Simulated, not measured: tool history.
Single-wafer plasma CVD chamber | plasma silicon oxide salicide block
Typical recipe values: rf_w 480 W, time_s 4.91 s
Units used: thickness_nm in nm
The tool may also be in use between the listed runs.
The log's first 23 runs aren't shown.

run,hour,rf_w,time_s,wafers since the last listed run,hours since the last RF generator calibration,hours since the showerhead was replaced,hours since the gauge calibration,"read-back reference wafer on the same gauge, thickness_nm",thickness_nm
24,1219.7,480,4.91,1298,64.2,6751.2,319.5,55.747,48.034
25,1260.3,480,4.91,1515,104.8,6791.8,360.1,55.723,48.069
# hour 1284.7: showerhead replaced
26,1326.0,405,4.91,2153,170.5,41.3,425.8,55.578,45.585
27,1352.0,530,4.91,970,196.5,67.3,451.8,55.542,49.323
28,1383.4,435,5.88,1172,227.9,98.7,483.2,55.494,55.711
29,1449.8,400,4.48,2478,294.3,165.1,549.6,55.473,41.235
30,1507.1,480,4.91,2138,351.6,222.4,606.9,55.317,47.964
31,1556.7,480,5.24,1851,401.2,272.0,656.5,55.312,50.868
32,1601.4,385,5.72,1668,445.9,316.7,701.2,55.140,51.961
33,1656.0,385,5.35,2038,500.5,371.3,755.8,55.142,48.692
# hour 1683.3: gauge calibrated
34,1718.6,400,4.91,2336,563.1,433.9,35.3,56.066,45.813
35,1779.8,425,4.62,2284,624.3,495.1,96.5,56.046,43.729

Forecast each of these 5 alternatives for the next run:
A,1780.2,480,4.91,14,624.7,495.5,96.9,?,?
B,1780.2,530,4.37,14,624.7,495.5,96.9,?,?
C,1780.2,520,4.91,14,624.7,495.5,96.9,?,?
D,1780.2,480,4.41,14,624.7,495.5,96.9,?,?
E,1780.2,415,4.91,14,624.7,495.5,96.9,?,?

run,"read-back reference wafer on the same gauge, thickness_nm",thickness_nm
A,55.992,48.548
B,55.992,44.551
C,55.992,49.763
D,55.992,43.605
E,55.992,46.408
Without the tool's unlogged condition, the same runs would have read:
run,thickness_nm
A,48.335
B,44.355
C,49.544
D,43.413
E,46.204
